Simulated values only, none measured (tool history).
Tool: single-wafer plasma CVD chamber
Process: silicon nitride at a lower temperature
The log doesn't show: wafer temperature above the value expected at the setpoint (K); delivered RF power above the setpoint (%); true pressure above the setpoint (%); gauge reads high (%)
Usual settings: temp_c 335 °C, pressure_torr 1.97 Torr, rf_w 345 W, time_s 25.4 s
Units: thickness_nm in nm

run    hour  temp_c  pressure_torr  rf_w  time_s  wafers since the last listed run  hours since the last thermocouple change  hours since the last RF generator calibration  hours since the last manometer calibration  hours since the showerhead was replaced  hours since the gauge calibration  read-back reference wafer on the same gauge, thickness_nm  thickness_nm
  1       0     335           1.97   345    25.4                                 0                                      1981                                         1971.6                                      1963.1                                   6337.2                              444.7                                                     33.981        34.097
  2   101.5     335           1.97   345    25.4                              2056                                    2082.5                                         2073.1                                      2064.6                                   6438.7                              546.2                                                     34.005        34.078
  3   196.2     335           1.97   345    25.4                              1919                                    2177.2                                         2167.8                                      2159.3                                   6533.4                              640.9                                                     34.007        34.163
  4   276.1     335           1.97   345    22.2                              1619                                    2257.1                                         2247.7                                      2239.2                                   6613.3                              720.8                                                     34.021        29.958
  5   342.7     335           1.97   345    22.2                              1349                                    2323.7                                         2314.3                                      2305.8                                   6679.9                              787.4                                                     33.976        30.029
  6   395.4     335           1.97   345    25.4                              1067                                    2376.4                                           2367                                      2358.5                                   6732.6                              840.1                                                     33.993        34.224
      414.2  -- RF generator calibrated
  7   485.9     335           2.31   385    25.4                              1671                                    2466.9                                           71.7                                        2449                                   6823.1                              930.6                                                     34.003        38.945
      520.8  -- thermocouple changed; heater temperature recalibrated
  8   574.2     335           1.97   345      23                              1627                                      53.4                                            160                                      2537.3                                   6911.4                             1018.9                                                      34.01        32.068
      606.4  -- capacitance manometer re-zeroed and calibrated
  9     680     348           1.97   345    25.4                              1981                                     159.2                                          265.8                                        73.6                                   7017.2                             1124.7                                                     34.005        35.237
 10   737.3     324            1.8   400    23.4                              1161                                     216.5                                          323.1                                       130.9                                   7074.5                               1182                                                     34.005        34.358
 11   794.8     340           1.97   345    25.4                              1165                                       274                                          380.6                                       188.4                                     7132                             1239.5                                                     34.003        34.908
      801.2  -- gauge calibrated
      828.2  -- showerhead replaced
 12   881.8     335           1.53   345    25.4                              1600                                       361                                          467.6                                       275.4                                     53.6                               80.6                                                      33.95        33.126
 13   982.5     335           1.64   345    20.5                              2040                                     461.7                                          568.3                                       376.1                                    154.3                              181.3                                                      33.96        26.982
 14  1065.6     335           1.64   345    20.5                              1684                                     544.8                                          651.4                                       459.2                                    237.4                              264.4                                                     34.006        26.824
 15  1137.7     349           1.97   345    26.9                              1461                                     616.9                                          723.5                                       531.3                                    309.5                              336.5                                                     34.023        36.556
 16  1183.8     335           1.97   345    22.2                               934                                       663                                          769.6                                       577.4                                    355.6                              382.6                                                     34.032        30.583
 17  1283.3     335           1.97   400    20.5                              2016                                     762.5                                          869.1                                       676.9                                    455.1                              482.1                                                     34.011        30.335

5 ways to go on from here, each from the tool as it stands after run 17. What would each give?
  A  1283.7     335           2.37   345    25.4                                 8                                     762.9                                          869.5                                       677.3                                    455.5                              482.5                                                          ?             ?
  B  1283.7     327           1.65   315    25.4                                 8                                     762.9                                          869.5                                       677.3                                    455.5                              482.5                                                          ?             ?
  C  1283.7     335           1.97   345    23.3                                 8                                     762.9                                          869.5                                       677.3                                    455.5                              482.5                                                          ?             ?
  D  1283.7     343           1.97   345    25.4                                 8                                     762.9                                          869.5                                       677.3                                    455.5                              482.5                                                          ?             ?
  E  1283.7     335           2.32   320    22.3                                 8                                     762.9                                          869.5                                       677.3                                    455.5                              482.5                                                          ?             ?

run  read-back reference wafer on the same gauge, thickness_nm  thickness_nm
  A                                                     33.967        36.154
  B                                                     33.967        31.794
  C                                                     33.967        31.804
  D                                                     33.967        34.574
  E                                                     33.967        30.385
Without the tool's hidden state the same runs would have given:
run  thickness_nm
  A        37.227
  B        32.775
  C        32.748
  D          35.6
  E        31.323
